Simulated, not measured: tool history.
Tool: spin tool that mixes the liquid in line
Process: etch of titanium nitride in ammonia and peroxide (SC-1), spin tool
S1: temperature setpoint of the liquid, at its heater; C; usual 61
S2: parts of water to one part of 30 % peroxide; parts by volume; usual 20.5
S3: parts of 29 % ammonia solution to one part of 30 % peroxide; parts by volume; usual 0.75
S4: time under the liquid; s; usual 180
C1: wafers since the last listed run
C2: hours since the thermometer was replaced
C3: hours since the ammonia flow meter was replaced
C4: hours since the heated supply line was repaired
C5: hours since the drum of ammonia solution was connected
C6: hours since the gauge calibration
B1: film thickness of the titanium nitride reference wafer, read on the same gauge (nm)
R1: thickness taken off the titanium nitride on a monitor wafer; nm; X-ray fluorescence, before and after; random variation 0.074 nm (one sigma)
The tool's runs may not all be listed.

run,hour,S1,S2,S3,S4,C1,C2,C3,C4,C5,C6,B1,R1
1,0,61,20.5,0.45,260,0,121.5,1196.1,2041.9,811,1108.2,115.95,15.35
2,25,61,20.5,0.45,260,153,146.5,1221.1,2066.9,836,1133.2,116.01,15.35
# hour 87.6: ammonia flow meter replaced
3,135.1,61,20.5,0.95,180,668,256.6,47.5,2177,946.1,1243.3,116.23,12.22
4,183.4,61,20.5,0.75,270,296,304.9,95.8,2225.3,994.4,1291.6,116.32,17.36
5,234,61,20.5,0.75,135,310,355.5,146.4,2275.9,1045,1342.2,116.39,8.8
6,287.5,61,20.5,0.75,180,327,409,199.9,2329.4,1098.5,1395.7,116.45,11.73
# hour 318.4: new drum of ammonia solution connected
7,342.4,56.5,26,1.05,285,330,463.9,254.8,2384.3,24,1450.6,116.55,13.03
8,374.9,52,20.5,0.75,180,199,496.4,287.3,2416.8,56.5,1483.1,116.59,6.39
9,403.5,61,16.5,0.75,180,175,525,315.9,2445.4,85.1,1511.7,116.61,13.23
10,462.1,70,20.5,0.9,180,359,583.6,374.5,2504,143.7,1570.3,116.68,21.7
# hour 520.9: heated supply line repaired
11,521.8,53,20.5,0.75,130,359,643.3,434.2,0.9,203.4,1630,116.75,4.93
# hour 562: gauge calibrated
# hour 565.3: thermometer replaced
12,570.4,52.5,23.5,0.55,150,291,5.1,482.8,49.5,252,8.4,109.6,4.57
13,595.1,63.5,12,0.75,180,151,29.8,507.5,74.2,276.7,33.1,109.94,17.57
14,643.7,57,20.5,0.75,110,297,78.4,556.1,122.8,325.3,81.7,110.56,5.26
15,683.7,61,20.5,0.75,180,245,118.4,596.1,162.8,365.3,121.7,111,11.26
16,750.6,70,13.5,0.75,180,410,185.3,663,229.7,432.2,188.6,111.72,24.95
17,870.5,61,20.5,0.75,180,735,305.2,782.9,349.6,552.1,308.5,112.83,11.39
18,927.2,61,20.5,0.5,105,347,361.9,839.6,406.3,608.8,365.2,113.25,6.19
19,961,61,20.5,0.75,180,207,395.7,873.4,440.1,642.6,399,113.51,11.42
20,995.3,61,20.5,0.75,180,210,430,907.7,474.4,676.9,433.3,113.76,11.43
21,1051.8,56,28.5,0.75,260,346,486.5,964.2,530.9,733.4,489.8,114.09,10.04
22,1108.3,70,25.5,0.45,145,346,543,1020.7,587.4,789.9,546.3,114.44,13.16
23,1159.8,61,20.5,0.75,180,315,594.5,1072.2,638.9,841.4,597.8,114.71,11.59
# hour 1183.6: ammonia flow meter replaced
24,1185,69,16.5,0.5,225,148,619.7,1.4,664.1,866.6,623,114.83,25.12

Forecast each of these 4 alternatives for the next run:
A,1185.5,61,20.5,1.1,180,3,620.2,1.9,664.6,867.1,623.5,?,?
B,1185.5,61,17,0.9,280,3,620.2,1.9,664.6,867.1,623.5,?,?
C,1185.5,69.5,27.5,0.75,120,3,620.2,1.9,664.6,867.1,623.5,?,?
D,1185.5,69,20.5,0.75,180,3,620.2,1.9,664.6,867.1,623.5,?,?

run,B1,R1
A,114.84,12.38
B,114.84,20.59
C,114.84,11.24
D,114.84,19.26
Without the tool's hidden state the same runs would have given:
run,R1
A,11.86
B,19.72
C,10.76
D,18.44

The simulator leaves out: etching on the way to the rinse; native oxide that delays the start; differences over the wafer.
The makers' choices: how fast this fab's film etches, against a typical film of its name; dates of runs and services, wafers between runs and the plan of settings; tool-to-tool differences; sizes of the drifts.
